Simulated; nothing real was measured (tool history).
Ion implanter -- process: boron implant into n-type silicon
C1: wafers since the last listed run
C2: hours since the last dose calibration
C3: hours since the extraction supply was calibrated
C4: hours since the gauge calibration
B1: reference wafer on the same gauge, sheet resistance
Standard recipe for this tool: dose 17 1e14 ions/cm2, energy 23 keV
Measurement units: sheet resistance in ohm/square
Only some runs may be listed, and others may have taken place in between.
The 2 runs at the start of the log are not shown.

Run 3, hour 138.8: usual settings but dose 14.07 1e14 ions/cm2; C1 1222; C2 139.3; C3 2777.2; C4 2039; B1 97.79. Result: sheet resistance 93.21 ohm/square.
Run 4, hour 210.3: usual settings; C1 1220; C2 210.8; C3 2848.7; C4 2110.5; B1 97.85. Result: sheet resistance 82.03 ohm/square.
Run 5, hour 274.2: usual settings; C1 1091; C2 274.7; C3 2912.6; C4 2174.4; B1 97.78. Result: sheet resistance 81.8 ohm/square.
Run 6, hour 335.7: usual settings; C1 1050; C2 336.2; C3 2974.1; C4 2235.9; B1 97.83. Result: sheet resistance 81.58 ohm/square.
Run 7, hour 550.8: usual settings but energy 27 keV; C1 3672; C2 551.3; C3 3189.2; C4 2451; B1 97.74. Result: sheet resistance 78.77 ohm/square.
At hour 625.4: gauge calibrated.
Run 8, hour 732.4: usual settings but dose 18.92 1e14 ions/cm2; C1 3100; C2 732.9; C3 3370.8; C4 107; B1 97.84. Result: sheet resistance 75.77 ohm/square.
Run 9, hour 784.1: usual settings but dose 18.92 1e14 ions/cm2; C1 882; C2 784.6; C3 3422.5; C4 158.7; B1 97.73. Result: sheet resistance 75.63 ohm/square.
Run 10, hour 827.8: usual settings; C1 746; C2 828.3; C3 3466.2; C4 202.4; B1 97.83. Result: sheet resistance 80.56 ohm/square.
Run 11, hour 870.2: usual settings; C1 723; C2 870.7; C3 3508.6; C4 244.8; B1 97.8. Result: sheet resistance 80.68 ohm/square.
Run 12, hour 925: usual settings; C1 935; C2 925.5; C3 3563.4; C4 299.6; B1 97.77. Result: sheet resistance 80.67 ohm/square.
Run 13, hour 977.8: usual settings; C1 901; C2 978.3; C3 3616.2; C4 352.4; B1 97.73. Result: sheet resistance 81 ohm/square.
Run 14, hour 1038: usual settings; C1 1027; C2 1038.5; C3 3676.4; C4 412.6; B1 97.84. Result: sheet resistance 80.58 ohm/square.
Run 15, hour 1099.2: usual settings; C1 1044; C2 1099.7; C3 3737.6; C4 473.8; B1 97.78. Result: sheet resistance 80.55 ohm/square.
Run 16, hour 1126.9: usual settings but energy 30.5 keV; C1 472; C2 1127.4; C3 3765.3; C4 501.5; B1 97.82. Result: sheet resistance 76.81 ohm/square.
Run 17, hour 1167.9: usual settings but energy 20.5 keV; C1 700; C2 1168.4; C3 3806.3; C4 542.5; B1 97.79. Result: sheet resistance 82.25 ohm/square.
Run 18, hour 1223.6: usual settings; C1 951; C2 1224.1; C3 3862; C4 598.2; B1 97.83. Result: sheet resistance 80.47 ohm/square.

Run 19 has not been measured yet. What should we expect?
At hour 1239.5: extraction supply calibrated.
Run 19, hour 1249.4: usual settings but dose 19.79 1e14 ions/cm2, energy 20.5 keV; C1 303; C2 1249.9; C3 9.9; C4 624; B1 ?. Result: sheet resistance ?.

Run 19 yielded B1 97.78, sheet resistance 76.5 ohm/square.
Had the tool carried no hidden state, the very same run would have given sheet resistance 78.21 ohm/square.
